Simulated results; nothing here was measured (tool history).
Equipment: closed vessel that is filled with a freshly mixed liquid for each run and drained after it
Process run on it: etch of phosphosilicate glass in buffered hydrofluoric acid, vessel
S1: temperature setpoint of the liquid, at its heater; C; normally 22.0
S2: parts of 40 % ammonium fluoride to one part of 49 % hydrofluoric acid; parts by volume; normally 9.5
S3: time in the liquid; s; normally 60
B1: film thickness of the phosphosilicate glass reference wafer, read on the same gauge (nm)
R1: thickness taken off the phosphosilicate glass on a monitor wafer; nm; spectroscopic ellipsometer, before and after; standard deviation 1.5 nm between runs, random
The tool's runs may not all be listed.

Run 1, hour 0.0: usual settings but S1 19.0 C; B1 69.99. Result: R1 271.86 nm.
Run 2, hour 29.9: usual settings but S1 19.0 C; B1 69.98. Result: R1 274.15 nm.
Run 3, hour 45.4: usual settings; B1 70.01. Result: R1 322.20 nm.
Run 4, hour 67.3: usual settings; B1 70.01. Result: R1 321.89 nm.
Run 5, hour 81.1: usual settings; B1 69.99. Result: R1 321.28 nm.
Run 6, hour 102.4: usual settings; B1 70.01. Result: R1 324.76 nm.
Run 7, hour 121.7: usual settings; B1 70.00. Result: R1 321.74 nm.
Run 8, hour 135.7: usual settings; B1 69.97. Result: R1 322.63 nm.
Run 9, hour 188.7: usual settings but S1 25.5 C, S3 35 s; B1 70.01. Result: R1 229.05 nm.
Run 10, hour 205.8: usual settings but S1 24.0 C, S2 6.5 parts by volume, S3 40 s; B1 70.00. Result: R1 313.36 nm.
Run 11, hour 241.6: usual settings but S3 40 s; B1 69.97. Result: R1 193.41 nm.
Run 12, hour 253.9: usual settings but S1 20.5 C; B1 70.02. Result: R1 268.74 nm.
Run 13, hour 285.5: usual settings but S1 17.0 C, S2 6.0 parts by volume; B1 70.00. Result: R1 339.55 nm.
Run 14, hour 311.2: usual settings; B1 69.98. Result: R1 327.76 nm.
Run 15, hour 340.5: usual settings; B1 70.00. Result: R1 326.17 nm.
Run 16, hour 375.1: usual settings but S1 25.5 C, S2 6.0 parts by volume, S3 40 s; B1 70.01. Result: R1 407.93 nm.
Run 17, hour 410.7: usual settings; B1 70.01. Result: R1 325.37 nm.
Run 18, hour 426.3: usual settings but S1 20.5 C, S2 8.0 parts by volume; B1 69.98. Result: R1 359.59 nm.

Taken out of this log: 3 entries between the listed runs. Where each belongs, and how the hidden state differs across it:
After run 9, before run 10: hydrofluoric acid flow meter replaced (hour 199.6)
  liquid colder than its thermometer reads (K): 2.3 -> 2.32; hydrofluoric acid flow above the setpoint (%): 13.4 -> 1.48
  measured less the result without the state, R1: -3.12 -> -38.01 nm
After run 13, before run 14: gauge calibrated (hour 310.4); thermometer replaced (hour 310.5)
  liquid colder than its thermometer reads (K): 2.4 -> 0.31; hydrofluoric acid flow above the setpoint (%): 2.02 -> 2.2
  measured less the result without the state, R1: -43.65 -> -1.14 nm
